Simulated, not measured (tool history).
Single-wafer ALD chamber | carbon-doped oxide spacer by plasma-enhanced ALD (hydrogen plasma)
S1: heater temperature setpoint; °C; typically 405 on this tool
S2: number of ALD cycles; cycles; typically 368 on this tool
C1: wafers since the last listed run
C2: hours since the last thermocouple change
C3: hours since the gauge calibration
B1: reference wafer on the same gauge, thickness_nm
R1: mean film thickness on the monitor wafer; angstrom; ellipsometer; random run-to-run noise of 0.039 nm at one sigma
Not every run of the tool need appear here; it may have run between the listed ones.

| run | hour | S1 | S2 | C1 | C2 | C3 | B1 | R1 |
|---|---|---|---|---|---|---|---|---|
| 1 | 0.0 | 405 | 423 | 0 | 414.9 | 1059.4 | 21.035 | 214.81 |
| 2 | 49.8 | 405 | 423 | 35 | 464.7 | 1109.2 | 21.035 | 214.64 |
| 3 | 134.3 | 405 | 423 | 60 | 549.2 | 1193.7 | 21.032 | 214.75 |
| 4 | 183.7 | 394 | 368 | 35 | 598.6 | 1243.1 | 21.020 | 190.01 |
| 5 | 281.9 | 405 | 368 | 70 | 696.8 | 1341.3 | 21.001 | 186.40 |
| 6 | 368.4 | 405 | 368 | 62 | 783.3 | 1427.8 | 21.019 | 186.65 |
| 7 | 409.9 | 405 | 368 | 29 | 824.8 | 1469.3 | 21.019 | 186.52 |
| 8 | 461.8 | 405 | 368 | 37 | 876.7 | 1521.2 | 21.012 | 186.34 |
| 9 | 512.1 | 405 | 368 | 36 | 927.0 | 1571.5 | 21.015 | 186.37 |
| 10 | 572.7 | 405 | 368 | 43 | 987.6 | 1632.1 | 20.994 | 186.48 |
|  | 672.9 | thermocouple changed; heater temperature recalibrated |
| 11 | 680.1 | 405 | 368 | 71 | 7.2 | 1739.5 | 20.987 | 186.16 |
| 12 | 781.3 | 405 | 368 | 72 | 108.4 | 1840.7 | 20.993 | 186.40 |
| 13 | 875.0 | 405 | 368 | 67 | 202.1 | 1934.4 | 20.983 | 185.58 |
|  | 969.1 | gauge calibrated |
| 14 | 973.1 | 405 | 368 | 70 | 300.2 | 4.0 | 21.369 | 190.29 |
| 15 | 1016.5 | 419 | 412 | 31 | 343.6 | 47.4 | 21.341 | 202.28 |
| 16 | 1111.5 | 405 | 434 | 68 | 438.6 | 142.4 | 21.278 | 222.42 |
| 17 | 1169.7 | 405 | 368 | 41 | 496.8 | 200.6 | 21.263 | 188.54 |
| 18 | 1222.4 | 405 | 387 | 37 | 549.5 | 253.3 | 21.230 | 197.69 |
| 19 | 1310.7 | 393 | 400 | 63 | 637.8 | 341.6 | 21.169 | 207.24 |
| 20 | 1413.9 | 391 | 415 | 74 | 741.0 | 444.8 | 21.164 | 214.95 |
| 21 | 1471.1 | 391 | 315 | 41 | 798.2 | 502.0 | 21.125 | 162.90 |
| 22 | 1516.8 | 391 | 341 | 32 | 843.9 | 547.7 | 21.124 | 175.91 |
| 23 | 1577.3 | 414 | 402 | 43 | 904.4 | 608.2 | 21.097 | 197.95 |
| 24 | 1653.4 | 397 | 403 | 54 | 980.5 | 684.3 | 21.082 | 208.23 |
|  | 1703.5 | thermocouple changed; heater temperature recalibrated |
| 25 | 1744.3 | 419 | 439 | 59 | 40.8 | 775.2 | 21.046 | 211.82 |
| 26 | 1799.2 | 405 | 368 | 39 | 95.7 | 830.1 | 21.051 | 187.13 |
| 27 | 1851.7 | 405 | 368 | 37 | 148.2 | 882.6 | 21.045 | 185.99 |
| 28 | 1937.5 | 405 | 328 | 61 | 234.0 | 968.4 | 21.030 | 166.74 |

Below are 5 alternative next runs, each starting from the tool's condition after run 28. Predict each:
| A | 1938.5 | 405 | 368 | 0 | 235.0 | 969.4 | ? | ? |
| B | 1938.5 | 418 | 368 | 0 | 235.0 | 969.4 | ? | ? |
| C | 1938.5 | 399 | 403 | 0 | 235.0 | 969.4 | ? | ? |
| D | 1938.5 | 414 | 368 | 0 | 235.0 | 969.4 | ? | ? |
| E | 1938.5 | 391 | 368 | 0 | 235.0 | 969.4 | ? | ? |

| run | B1 | R1 |
|---|---|---|
| A | 21.032 | 186.48 |
| B | 21.032 | 178.06 |
| C | 21.032 | 207.32 |
| D | 21.032 | 180.65 |
| E | 21.032 | 189.32 |
What these runs would have given with no unlogged condition in the tool:
| run | R1 |
|---|---|
| A | 189.76 |
| B | 181.20 |
| C | 210.98 |
| D | 183.83 |
| E | 192.65 |
